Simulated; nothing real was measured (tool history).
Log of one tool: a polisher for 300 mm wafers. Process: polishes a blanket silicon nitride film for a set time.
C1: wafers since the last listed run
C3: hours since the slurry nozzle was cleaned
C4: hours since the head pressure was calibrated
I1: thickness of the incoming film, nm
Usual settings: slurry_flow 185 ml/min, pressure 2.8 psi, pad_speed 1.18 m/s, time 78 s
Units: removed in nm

Run 1, hour 0.0: usual settings but pressure 3.3 psi; C1 0; wafers polished on this pad 1468; C3 230.3; C4 1121.1; I1 787.1. Result: removed 152.9 nm.
Run 2, hour 29.8: usual settings but pressure 3.3 psi; C1 420; wafers polished on this pad 1888; C3 260.1; C4 1150.9; I1 780.1. Result: removed 151.4 nm.
Run 3, hour 80.3: usual settings but slurry_flow 170 ml/min; C1 711; wafers polished on this pad 2600; C3 310.6; C4 1201.4; I1 778.6. Result: removed 133.3 nm.
Run 4, hour 114.6: usual settings but slurry_flow 170 ml/min; C1 483; wafers polished on this pad 3084; C3 344.9; C4 1235.7; I1 790.6. Result: removed 131.0 nm.
At hour 151.1: slurry nozzle cleaned.
At hour 213.6: head pressure recalibrated.
At hour 275.3: worn pad replaced by a new one.
Run 5, hour 327.8: usual settings; C1 2906; wafers polished on this pad 739; C3 176.7; C4 114.2; I1 791.7. Result: removed 139.3 nm.
Run 6, hour 394.4: usual settings; C1 938; wafers polished on this pad 1678; C3 243.3; C4 180.8; I1 778.2. Result: removed 134.6 nm.
Run 7, hour 442.7: usual settings; C1 680; wafers polished on this pad 2359; C3 291.6; C4 229.1; I1 774.8. Result: removed 133.8 nm.
Run 8, hour 499.7: usual settings; C1 803; wafers polished on this pad 3162; C3 348.6; C4 286.1; I1 775.3. Result: removed 131.9 nm.
At hour 516.8: slurry nozzle cleaned.
Run 9, hour 524.2: usual settings but time 90 s; C1 331; wafers polished on this pad 3494; C3 7.4; C4 310.6; I1 776.3. Result: removed 164.4 nm.
Run 10, hour 564.3: usual settings but pressure 2.4 psi; C1 565; wafers polished on this pad 4059; C3 47.5; C4 350.7; I1 785.3. Result: removed 127.9 nm.
Run 11, hour 626.0: usual settings; C1 869; wafers polished on this pad 4929; C3 109.2; C4 412.4; I1 774.4. Result: removed 141.5 nm.
At hour 707.5: worn pad replaced by a new one.
Run 12, hour 835.5: usual settings; C1 2896; wafers polished on this pad 1804; C3 318.7; C4 621.9; I1 775.5. Result: removed 134.2 nm.
Run 13, hour 865.6: usual settings; C1 424; wafers polished on this pad 2228; C3 348.8; C4 652.0; I1 787.2. Result: removed 133.1 nm.
At hour 875.7: slurry nozzle cleaned.
Run 14, hour 890.1: usual settings; C1 331; wafers polished on this pad 2559; C3 14.4; C4 676.5; I1 776.7. Result: removed 136.6 nm.
Run 15, hour 943.6: usual settings but time 61 s; C1 754; wafers polished on this pad 3314; C3 67.9; C4 730.0; I1 770.9. Result: removed 108.8 nm.
Run 16, hour 1006.7: usual settings; C1 889; wafers polished on this pad 4203; C3 131.0; C4 793.1; I1 785.3. Result: removed 137.1 nm.
Run 17, hour 1050.1: usual settings; C1 611; wafers polished on this pad 4815; C3 174.4; C4 836.5; I1 782.2. Result: removed 139.5 nm.
Run 18, hour 1114.7: usual settings but slurry_flow 155 ml/min, pressure 2.1 psi, time 56 s; C1 910; wafers polished on this pad 5725; C3 239.0; C4 901.1; I1 782.6. Result: removed 81.0 nm.
At hour 1128.1: worn pad replaced by a new one.
Run 19, hour 1156.0: usual settings but slurry_flow 245 ml/min, pressure 3.1 psi, pad_speed 1.04 m/s, time 55 s; C1 525; wafers polished on this pad 393; C3 280.3; C4 942.4; I1 775.9. Result: removed 95.4 nm.
At hour 1304.8: head pressure recalibrated.
At hour 1321.9: slurry nozzle cleaned.
Run 20, hour 1330.8: usual settings but slurry_flow 145 ml/min, pad_speed 1.46 m/s; C1 2421; wafers polished on this pad 2815; C3 8.9; C4 26.0; I1 793.1. Result: removed 161.3 nm.
Run 21, hour 1373.3: usual settings; C1 599; wafers polished on this pad 3414; C3 51.4; C4 68.5; I1 780.5. Result: removed 138.4 nm.
Run 22, hour 1408.7: usual settings but slurry_flow 170 ml/min; C1 499; wafers polished on this pad 3913; C3 86.8; C4 103.9; I1 769.8. Result: removed 139.7 nm.
Run 23, hour 1446.5: usual settings but slurry_flow 220 ml/min; C1 532; wafers polished on this pad 4446; C3 124.6; C4 141.7; I1 789.6. Result: removed 140.3 nm.
Run 24, hour 1552.6: usual settings but pressure 2.2 psi, pad_speed 0.86 m/s; C1 1495; wafers polished on this pad 5941; C3 230.7; C4 247.8; I1 789.7. Result: removed 92.6 nm.
At hour 1572.6: worn pad replaced by a new one.
Run 25, hour 1617.6: usual settings but pad_speed 1.34 m/s, time 91 s; C1 859; wafers polished on this pad 634; C3 295.7; C4 312.8; I1 794.3. Result: removed 170.8 nm.
Run 26, hour 1685.4: usual settings but pressure 3.3 psi; C1 955; wafers polished on this pad 1590; C3 363.5; C4 380.6; I1 787.2. Result: removed 141.9 nm.
Run 27, hour 1731.4: usual settings but time 97 s; C1 648; wafers polished on this pad 2239; C3 409.5; C4 426.6; I1 767.1. Result: removed 157.4 nm.
At hour 1739.5: slurry nozzle cleaned.
Run 28, hour 1799.1: usual settings but slurry_flow 135 ml/min, time 100 s; C1 940; wafers polished on this pad 3179; C3 59.6; C4 494.3; I1 782.3. Result: removed 167.1 nm.
Run 29, hour 1841.2: usual settings but slurry_flow 155 ml/min, pressure 2.1 psi, pad_speed 0.90 m/s; C1 593; wafers polished on this pad 3772; C3 101.7; C4 536.4; I1 778.4. Result: removed 90.5 nm.
Run 30, hour 1899.1: usual settings but slurry_flow 135 ml/min, pressure 3.1 psi; C1 816; wafers polished on this pad 4588; C3 159.6; C4 594.3; I1 777.4. Result: removed 139.6 nm.
Run 31, hour 1954.2: usual settings but slurry_flow 135 ml/min, pressure 3.1 psi; C1 776; wafers polished on this pad 5365; C3 214.7; C4 649.4; I1 775.8. Result: removed 136.2 nm.
Run 32, hour 1998.5: usual settings but pressure 1.9 psi; C1 624; wafers polished on this pad 5990; C3 259.0; C4 693.7; I1 768.5. Result: removed 106.5 nm.

Hidden state or all else? Some run-to-run changes of removed, split into what the settings, what came in and random variation would give without the hidden state, and what is left for the hidden state (with any gauge scatter that isn't in both results):
The hidden state here: removal rate lost through wear of the pad, %; slurry flow missing at the pad, %; deviation of the head's pressure from its setpoint, %.
Run 8 -> 9: time 78 -> 90, slurry nozzle cleaned. removed +32.5 nm: hidden state +11.3, all else +21.2.
Run 19 -> 20: slurry_flow 245 -> 145, pressure 3.1 -> 2.8, pad_speed 1.04 -> 1.46, time 55 -> 78, head pressure recalibrated, slurry nozzle cleaned. removed +65.9 nm: hidden state +1.9, all else +64.0.
Run 24 -> 25: pressure 2.2 -> 2.8, pad_speed 0.86 -> 1.34, time 78 -> 91, worn pad replaced by a new one. removed +78.2 nm: hidden state -6.3, all else +84.5.
Run 26 -> 27: pressure 3.3 -> 2.8, time 78 -> 97. removed +15.5 nm: hidden state -8.2, all else +23.7.
Run 27 -> 28: slurry_flow 185 -> 135, time 97 -> 100, slurry nozzle cleaned. removed +9.7 nm: hidden state +19.5, all else -9.8.
Run 28 -> 29: slurry_flow 135 -> 155, pressure 2.8 -> 2.1, pad_speed 1.18 -> 0.90, time 100 -> 78. removed -76.6 nm: hidden state +0.8, all else -77.4.
